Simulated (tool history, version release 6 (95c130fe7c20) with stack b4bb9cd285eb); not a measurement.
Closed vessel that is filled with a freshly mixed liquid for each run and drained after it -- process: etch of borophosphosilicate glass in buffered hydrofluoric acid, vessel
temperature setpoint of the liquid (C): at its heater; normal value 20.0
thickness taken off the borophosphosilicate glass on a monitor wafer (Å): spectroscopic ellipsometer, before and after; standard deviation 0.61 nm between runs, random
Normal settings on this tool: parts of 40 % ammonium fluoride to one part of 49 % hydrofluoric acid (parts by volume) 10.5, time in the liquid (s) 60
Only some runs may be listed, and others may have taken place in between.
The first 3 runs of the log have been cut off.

| run | hour | temperature setpoint of the liquid (C) | parts of 40 % ammonium fluoride to one part of 49 % hydrofluoric acid (parts by volume) | time in the liquid (s) | read-back film thickness of the borophosphosilicate glass reference wafer, read on the same gauge (nm) | thickness taken off the borophosphosilicate glass on a monitor wafer (Å) |
|---|---|---|---|---|---|---|
| 4 | 270.7 | 20.0 | 10.5 | 60 | 59.98 | 1394.5 |
|  | 273.7 | thermometer replaced |
| 5 | 355.3 | 20.0 | 10.5 | 60 | 59.99 | 1395.9 |
| 6 | 428.3 | 20.0 | 10.5 | 35 | 60.02 | 810.1 |
| 7 | 512.4 | 20.0 | 10.5 | 35 | 60.01 | 810.6 |
| 8 | 570.6 | 20.0 | 10.5 | 35 | 60.00 | 805.2 |
| 9 | 631.5 | 17.5 | 10.5 | 85 | 60.01 | 1706.3 |
| 10 | 731.7 | 17.5 | 10.5 | 85 | 59.99 | 1702.2 |
| 11 | 776.1 | 20.0 | 10.5 | 60 | 60.01 | 1399.7 |
| 12 | 838.7 | 20.0 | 10.5 | 60 | 60.00 | 1376.5 |
| 13 | 918.2 | 20.0 | 10.5 | 60 | 59.99 | 1386.9 |
| 14 | 973.0 | 22.0 | 14.5 | 45 | 60.01 | 842.2 |
|  | 1047.2 | gauge calibrated |
| 15 | 1054.4 | 20.0 | 8.0 | 60 | 60.01 | 1769.4 |
|  | 1082.3 | thermometer replaced |
|  | 1243.7 | hydrofluoric acid flow meter replaced |
| 16 | 1301.9 | 20.0 | 10.5 | 60 | 60.00 | 1387.0 |
| 17 | 1376.5 | 20.0 | 7.5 | 40 | 60.00 | 1275.6 |
| 18 | 1481.2 | 20.0 | 10.5 | 60 | 60.00 | 1389.0 |
| 19 | 1652.2 | 24.0 | 10.5 | 60 | 60.01 | 1721.6 |
| 20 | 1715.4 | 22.5 | 12.5 | 45 | 60.01 | 1000.6 |
| 21 | 1772.7 | 22.5 | 9.5 | 60 | 60.00 | 1707.7 |
|  | 1828.6 | thermometer replaced |
| 22 | 1845.1 | 20.0 | 10.5 | 45 | 59.99 | 1038.8 |
| 23 | 1908.3 | 17.0 | 7.5 | 60 | 59.99 | 1600.1 |
| 24 | 2011.1 | 20.0 | 12.0 | 70 | 60.01 | 1410.2 |
| 25 | 2066.6 | 21.5 | 13.5 | 90 | 60.00 | 1756.9 |
| 26 | 2159.0 | 17.5 | 10.5 | 85 | 59.97 | 1699.1 |

The next listed run, before its measurement:
| 27 | 2196.5 | 20.0 | 10.5 | 60 | ? | ? |

Logged for run 27: read-back film thickness of the borophosphosilicate glass reference wafer, read on the same gauge (nm) 60.00, thickness taken off the borophosphosilicate glass on a monitor wafer (Å) 1377.5.
If the tool had no hidden condition, the same run with the same run-to-run variation would have returned thickness taken off the borophosphosilicate glass on a monitor wafer (Å) 1377.5.
